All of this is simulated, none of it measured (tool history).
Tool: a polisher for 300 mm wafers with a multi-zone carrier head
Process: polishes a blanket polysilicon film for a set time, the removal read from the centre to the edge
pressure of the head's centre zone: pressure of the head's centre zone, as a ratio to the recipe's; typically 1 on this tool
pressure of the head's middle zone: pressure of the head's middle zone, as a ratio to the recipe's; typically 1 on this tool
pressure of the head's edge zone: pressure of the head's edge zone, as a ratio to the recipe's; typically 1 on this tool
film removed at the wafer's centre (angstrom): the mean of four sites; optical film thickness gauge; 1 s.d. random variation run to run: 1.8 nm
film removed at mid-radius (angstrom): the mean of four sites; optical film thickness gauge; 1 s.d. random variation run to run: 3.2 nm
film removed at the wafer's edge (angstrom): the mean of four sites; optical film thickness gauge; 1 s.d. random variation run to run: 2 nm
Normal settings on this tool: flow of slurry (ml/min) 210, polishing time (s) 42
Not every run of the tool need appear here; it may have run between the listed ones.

run   hour  flow of slurry (ml/min)  pressure of the head's centre zone  pressure of the head's middle zone  pressure of the head's edge zone  polishing time (s)  wafers since the last listed run  wafers polished on this pad  hours since the slurry nozzle was cleaned  hours since the centre zone pressure was calibrated  hours since the edge zone pressure was calibrated  hours since the carrier head's membrane was replaced  incoming thickness of the incoming film, nm  film removed at the wafer's centre (angstrom)  film removed at mid-radius (angstrom)  film removed at the wafer's edge (angstrom)
  1      0                      210                                   1                                   1                                 1                  50                                 0                          421                                        519                                                162.3                                              108.1                                                1183.3                                       1358.3                                           3128                                   3081                                         3114
  2   33.1                      210                                   1                                   1                                 1                  50                               338                          759                                      552.1                                                195.4                                              141.2                                                1216.4                                       1362.5                                           3173                                   3078                                         3125
  3  134.7                      210                                   1                                   1                                 1                  42                              1039                         1799                                      653.7                                                  297                                              242.8                                                  1318                                       1351.5                                           2691                                   2625                                         2605
     146.9  -- worn pad replaced by a new one
  4  170.1                      210                                   1                                   1                                 1                  31                               321                          237                                      689.1                                                332.4                                              278.2                                                1353.4                                       1350.4                                           2004                                   1912                                         1957
     180.9  -- centre zone pressure recalibrated
  5  186.5                      210                                   1                                1.08                                 1                  54                               147                          385                                      705.5                                                  5.6                                              294.6                                                1369.8                                       1370.6                                           3340                                   3630                                         3338
  6  216.1                      210                                   1                                   1                              1.08                  42                               302                          688                                      735.1                                                 35.2                                              324.2                                                1399.4                                       1373.9                                           2623                                   2604                                         2716
  7  248.3                      180                                1.07                                0.95                                 1                  42                               329                         1017                                      767.3                                                 67.4                                              356.4                                                1431.6                                       1386.9                                           2739                                   2444                                         2563
     277.1  -- edge zone pressure recalibrated
  8  278.9                      210                                 1.1                                   1                                 1                  42                               292                         1310                                      797.9                                                   98                                                1.8                                                1462.2                                       1353.7                                           2917                                   2594                                         2582
  9  294.4                      210                                   1                                1.11                                 1                  42                               158                         1468                                      813.4                                                113.5                                               17.3                                                1477.7                                       1363.6                                           2617                                   2858                                         2617
     296.9  -- slurry nozzle cleaned
 10  323.8                      210                                   1                                   1                                 1                  42                               290                         1759                                       26.9                                                142.9                                               46.7                                                1507.1                                       1372.8                                           2673                                   2658                                         2621
 11  352.3                      210                                   1                                   1                                 1                  42                               291                         2051                                       55.4                                                171.4                                               75.2                                                1535.6                                       1373.2                                           2660                                   2618                                         2631
     362.2  -- worn pad replaced by a new one
 12  378.2                      210                                   1                                0.93                                 1                  42                               224                          164                                       81.3                                                197.3                                              101.1                                                1561.5                                       1364.1                                           2704                                   2469                                         2610
     386.6  -- carrier head's membrane replaced by a new one
 13  393.4                      210                                   1                                0.96                                 1                  42                               104                          268                                       96.5                                                212.5                                              116.3                                                   6.8                                       1359.1                                           2667                                   2519                                         2631
 14  423.2                      210                                0.91                                   1                              0.95                  37                               304                          573                                      126.3                                                242.3                                              146.1                                                  36.6                                       1375.1                                           2174                                   2339                                         2222
 15  443.3                      210                                   1                                   1                              0.95                  42                               205                          779                                      146.4                                                262.4                                              166.2                                                  56.7                                       1341.5                                           2702                                   2612                                         2528
 16    456                      240                                   1                                   1                              0.93                  42                               129                          909                                      159.1                                                275.1                                              178.9                                                  69.4                                       1362.3                                           2737                                   2680                                         2592
 17    477                      210                                   1                                   1                                 1                  42                               214                         1123                                      180.1                                                296.1                                              199.9                                                  90.4                                       1354.2                                           2730                                   2601                                         2631
 18  503.6                      210                                1.08                                   1                                 1                  42                               272                         1396                                      206.7                                                322.7                                              226.5                                                   117                                       1381.3                                           2893                                   2556                                         2623
 19  518.7                      160                                   1                                   1                              0.97                  42                               154                         1550                                      221.8                                                337.8                                              241.6                                                 132.1                                       1367.9                                           2587                                   2522                                         2495
 20  548.7                      145                                   1                                   1                                 1                  42                               307                         1857                                      251.8                                                367.8                                              271.6                                                 162.1                                       1367.5                                           2569                                   2494                                         2534
     574.8  -- centre zone pressure recalibrated
     576.2  -- worn pad replaced by a new one
 21  583.5                      230                                   1                                0.97                              0.94                  42                               321                           74                                      286.6                                                  8.7                                              306.4                                                 196.9                                       1347.5                                           2649                                   2557                                         2568

Consider 5 possible next runs. They are alternatives, not a sequence: every one starts from the tool as it was left by run 21. What does each give?
  A  583.9                      210                                   1                                0.89                                 1                  42                                 4                           79                                        287                                                  9.1                                              306.8                                                 197.3                                       1349.4                                              ?                                      ?                                            ?
  B  583.9                      180                                0.89                                   1                                 1                  28                                 4                           79                                        287                                                  9.1                                              306.8                                                 197.3                                       1349.4                                              ?                                      ?                                            ?
  C  583.9                      210                                   1                                   1                               0.9                  42                                 4                           79                                        287                                                  9.1                                              306.8                                                 197.3                                       1349.4                                              ?                                      ?                                            ?
  D  583.9                      210                                 1.1                                   1                                 1                  51                                 4                           79                                        287                                                  9.1                                              306.8                                                 197.3                                       1349.4                                              ?                                      ?                                            ?
  E  583.9                      240                                   1                                   1                              0.97                  42                                 4                           79                                        287                                                  9.1                                              306.8                                                 197.3                                       1349.4                                              ?                                      ?                                            ?

run  film removed at the wafer's centre (angstrom)  film removed at mid-radius (angstrom)  film removed at the wafer's edge (angstrom)
  A                                           2617                                   2398                                         2623
  B                                           1546                                   1730                                         1722
  C                                           2619                                   2643                                         2493
  D                                           3455                                   3208                                         3181
  E                                           2663                                   2683                                         2610
Stripped of hidden state, with their random variation kept, the same runs would have yielded:
run  film removed at the wafer's centre (angstrom)  film removed at mid-radius (angstrom)  film removed at the wafer's edge (angstrom)
  A                                           2597                                   2398                                         2623
  B                                           1534                                   1730                                         1722
  C                                           2599                                   2643                                         2493
  D                                           3429                                   3208                                         3181
  E                                           2642                                   2683                                         2610
